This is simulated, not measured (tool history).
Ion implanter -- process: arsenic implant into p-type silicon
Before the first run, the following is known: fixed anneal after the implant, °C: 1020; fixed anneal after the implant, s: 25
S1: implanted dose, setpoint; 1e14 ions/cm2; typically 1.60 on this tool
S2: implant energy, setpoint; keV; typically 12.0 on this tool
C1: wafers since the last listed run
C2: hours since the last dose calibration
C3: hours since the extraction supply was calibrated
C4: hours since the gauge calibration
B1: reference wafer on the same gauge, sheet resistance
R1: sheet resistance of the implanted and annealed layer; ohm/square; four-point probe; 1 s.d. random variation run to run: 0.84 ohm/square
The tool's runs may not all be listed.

run   hour    S1    S2    C1     C2      C3     C4      B1      R1
  1    0.0  1.60  12.0     0  778.0  2044.2  168.1  459.07  574.37
  2   99.1  1.60  12.0  1347  877.1  2143.3  267.2  458.84  577.10
  3  121.5  1.60  12.0   304  899.5  2165.7  289.6  459.17  578.68
     140.2  -- Faraday cup replaced and dose calibrated
  4  140.7  1.60  12.0   152    0.5  2184.9  308.8  458.85  558.87
  5  155.4  1.60  12.0   199   15.2  2199.6  323.5  459.09  560.12
  6  178.6  1.60  12.0   315   38.4  2222.8  346.7  459.03  561.46
  7  212.9  1.60  12.0   466   72.7  2257.1  381.0  459.35  559.74
  8  244.9  1.60  13.0   435  104.7  2289.1  413.0  458.67  555.52
  9  257.8  1.76  14.0   175  117.6  2302.0  425.9  458.94  512.45
 10  281.6  1.82  10.0   323  141.4  2325.8  449.7  459.17  516.90
 11  309.4  1.60  12.0   378  169.2  2353.6  477.5  459.35  561.01
     316.0  -- gauge calibrated
     322.0  -- extraction supply calibrated
 12  338.0  1.60   8.0   280  197.8    16.0   22.0  458.86  584.36
 13  362.1  2.07  12.0   327  221.9    40.1   46.1  459.20  461.47
 14  386.5  1.96  12.0   331  246.3    64.5   70.5  458.71  479.66
 15  417.6  1.60   9.0   422  277.4    95.6  101.6  458.88  579.50

The same runs without the tool's hidden state, with the same run-to-run variation:
Hidden state at play: deviation of the true dose from the Faraday cup's reading, %; deviation of the true energy from its setpoint, %; gauge reads high (%).
run      R1
  1  561.83
  2  561.50
  3  562.30
  4  560.74
  5  561.99
  6  563.31
  7  561.52
  8  557.17
  9  513.94
 10  518.33
 11  562.37
 12  585.63
 13  462.31
 14  480.35
 15  580.03
